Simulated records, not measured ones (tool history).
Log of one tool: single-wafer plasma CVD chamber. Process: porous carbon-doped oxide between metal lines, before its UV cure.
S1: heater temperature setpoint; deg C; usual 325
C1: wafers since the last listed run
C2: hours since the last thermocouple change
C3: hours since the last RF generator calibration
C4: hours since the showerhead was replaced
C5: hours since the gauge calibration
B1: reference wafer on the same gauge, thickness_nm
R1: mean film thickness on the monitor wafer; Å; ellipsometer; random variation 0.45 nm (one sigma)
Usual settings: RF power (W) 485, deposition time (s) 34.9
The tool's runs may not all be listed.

run 1 hour=0.0 | S1=315 RF_power_(W)=485 deposition_time_(s)=39.1 | C1=0 C2=1766.5 C3=670.1 C4=2460.2 C5=846.2 | B1=209.025 | R1=2062.31
run 2 hour=37.1 | S1=315 RF_power_(W)=485 deposition_time_(s)=39.1 | C1=907 C2=1803.6 C3=707.2 C4=2497.3 C5=883.3 | B1=208.998 | R1=2056.71
run 3 hour=130.6 | S1=325 RF_power_(W)=485 deposition_time_(s)=34.9 | C1=2286 C2=1897.1 C3=800.7 C4=2590.8 C5=976.8 | B1=209.245 | R1=1750.32
run 4 hour=188.3 | S1=325 RF_power_(W)=485 deposition_time_(s)=34.9 | C1=1411 C2=1954.8 C3=858.4 C4=2648.5 C5=1034.5 | B1=209.065 | R1=1745.58
run 5 hour=275.3 | S1=325 RF_power_(W)=485 deposition_time_(s)=34.9 | C1=2127 C2=2041.8 C3=945.4 C4=2735.5 C5=1121.5 | B1=208.953 | R1=1747.38
run 6 hour=397.3 | S1=325 RF_power_(W)=485 deposition_time_(s)=34.9 | C1=2983 C2=2163.8 C3=1067.4 C4=2857.5 C5=1243.5 | B1=208.854 | R1=1736.88
run 7 hour=450.2 | S1=325 RF_power_(W)=485 deposition_time_(s)=34.9 | C1=1293 C2=2216.7 C3=1120.3 C4=2910.4 C5=1296.4 | B1=209.143 | R1=1738.87
run 8 hour=536.6 | S1=325 RF_power_(W)=485 deposition_time_(s)=34.9 | C1=2113 C2=2303.1 C3=1206.7 C4=2996.8 C5=1382.8 | B1=208.858 | R1=1737.78
run 9 hour=617.6 | S1=311 RF_power_(W)=485 deposition_time_(s)=41.4 | C1=1981 C2=2384.1 C3=1287.7 C4=3077.8 C5=1463.8 | B1=208.935 | R1=2229.09
-- hour=675.7 showerhead replaced
-- hour=689.2 RF generator calibrated
run 10 hour=692.7 | S1=325 RF_power_(W)=485 deposition_time_(s)=34.9 | C1=1445 C2=2459.2 C3=3.5 C4=17.0 C5=1538.9 | B1=209.131 | R1=1738.81
-- hour=711.4 gauge calibrated
-- hour=749.2 thermocouple changed; heater temperature recalibrated
run 11 hour=923.5 | S1=325 RF_power_(W)=485 deposition_time_(s)=28.6 | C1=5449 C2=174.3 C3=234.3 C4=247.8 C5=212.1 | B1=208.973 | R1=1436.21
run 12 hour=985.3 | S1=311 RF_power_(W)=435 deposition_time_(s)=29.6 | C1=1511 C2=236.1 C3=296.1 C4=309.6 C5=273.9 | B1=209.024 | R1=1428.50
run 13 hour=1064.0 | S1=325 RF_power_(W)=485 deposition_time_(s)=34.9 | C1=1924 C2=314.8 C3=374.8 C4=388.3 C5=352.6 | B1=208.993 | R1=1742.37
run 14 hour=1122.3 | S1=325 RF_power_(W)=485 deposition_time_(s)=34.9 | C1=1425 C2=373.1 C3=433.1 C4=446.6 C5=410.9 | B1=208.929 | R1=1743.65
run 15 hour=1217.7 | S1=325 RF_power_(W)=580 deposition_time_(s)=30.6 | C1=2333 C2=468.5 C3=528.5 C4=542.0 C5=506.3 | B1=208.869 | R1=1799.20
run 16 hour=1296.4 | S1=331 RF_power_(W)=570 deposition_time_(s)=34.9 | C1=1924 C2=547.2 C3=607.2 C4=620.7 C5=585.0 | B1=209.027 | R1=1954.12

3 ways to go on from here, each from the tool as it stands after run 16. What would each give?
run A hour=1296.8 | S1=325 RF_power_(W)=485 deposition_time_(s)=34.9 | C1=9 C2=547.6 C3=607.6 C4=621.1 C5=585.4 | B1=? | R1=?
run B hour=1296.8 | S1=325 RF_power_(W)=485 deposition_time_(s)=32.6 | C1=9 C2=547.6 C3=607.6 C4=621.1 C5=585.4 | B1=? | R1=?
run C hour=1296.8 | S1=333 RF_power_(W)=485 deposition_time_(s)=29.5 | C1=9 C2=547.6 C3=607.6 C4=621.1 C5=585.4 | B1=? | R1=?

run=A B1=209.073 R1=1741.23
run=B B1=209.073 R1=1629.58
run=C B1=209.073 R1=1416.71
Without the tool's hidden state the same runs would have given:
run=A R1=1741.23
run=B R1=1629.58
run=C R1=1416.71

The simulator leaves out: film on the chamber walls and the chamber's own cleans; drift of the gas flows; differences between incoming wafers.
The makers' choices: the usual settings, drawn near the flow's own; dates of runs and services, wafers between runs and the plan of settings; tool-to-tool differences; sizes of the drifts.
